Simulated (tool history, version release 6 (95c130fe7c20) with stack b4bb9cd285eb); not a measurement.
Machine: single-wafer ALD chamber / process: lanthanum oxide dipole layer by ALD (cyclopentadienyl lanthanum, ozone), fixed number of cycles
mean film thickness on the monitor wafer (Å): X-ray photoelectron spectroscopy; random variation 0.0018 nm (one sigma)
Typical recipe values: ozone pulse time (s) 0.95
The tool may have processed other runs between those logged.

| run | hour | ozone pulse time (s) | read-back reference wafer on the same gauge, thickness_nm | mean film thickness on the monitor wafer (Å) |
|---|---|---|---|---|
| 1 | 0 | 0.95 | 0.596 | 5.07 |
| 2 | 25.4 | 0.85 | 0.596 | 4.94 |
| 3 | 79 | 0.85 | 0.596 | 4.93 |
| 4 | 142.2 | 0.78 | 0.596 | 4.8 |
| 5 | 191.4 | 0.95 | 0.596 | 5.05 |
| 6 | 243.2 | 0.95 | 0.597 | 5.07 |
| 7 | 278.4 | 0.95 | 0.596 | 5.07 |
| 8 | 312.1 | 0.95 | 0.596 | 5.1 |
| 9 | 369.5 | 0.95 | 0.596 | 5.05 |
|  | 410.8 | ozone generator serviced |
|  | 415.5 | showerhead replaced |
| 10 | 427.6 | 0.95 | 0.596 | 5.11 |
| 11 | 451.9 | 0.95 | 0.596 | 5.06 |
|  | 493 | thermocouple changed; heater temperature recalibrated |
| 12 | 515.2 | 0.95 | 0.596 | 5.09 |
| 13 | 583.9 | 0.95 | 0.596 | 5.08 |
| 14 | 652.1 | 1.26 | 0.596 | 5.45 |
| 15 | 679.3 | 0.78 | 0.596 | 4.81 |
| 16 | 725 | 1.21 | 0.596 | 5.39 |
| 17 | 766.4 | 0.95 | 0.596 | 5.09 |
| 18 | 813.2 | 1.27 | 0.596 | 5.44 |
| 19 | 849.1 | 0.95 | 0.597 | 5.1 |
| 20 | 880.3 | 0.95 | 0.596 | 5.11 |
| 21 | 910.9 | 1.3 | 0.596 | 5.47 |
|  | 938.6 | gauge calibrated |
| 22 | 940.6 | 1.1 | 0.596 | 5.29 |
| 23 | 1002.8 | 1.18 | 0.596 | 5.36 |
| 24 | 1073.6 | 1.21 | 0.596 | 5.37 |
| 25 | 1131.3 | 1.12 | 0.596 | 5.29 |
| 26 | 1176.4 | 0.95 | 0.596 | 5.06 |
| 27 | 1243.3 | 1.16 | 0.596 | 5.32 |

The tool's hidden state at each run:
wafer temperature above the value expected at the setpoint (K): 0 across all the runs
ozone dose above that of a generator just serviced (%): 0 across all the runs
gauge reads high (%): 0 across all the runs

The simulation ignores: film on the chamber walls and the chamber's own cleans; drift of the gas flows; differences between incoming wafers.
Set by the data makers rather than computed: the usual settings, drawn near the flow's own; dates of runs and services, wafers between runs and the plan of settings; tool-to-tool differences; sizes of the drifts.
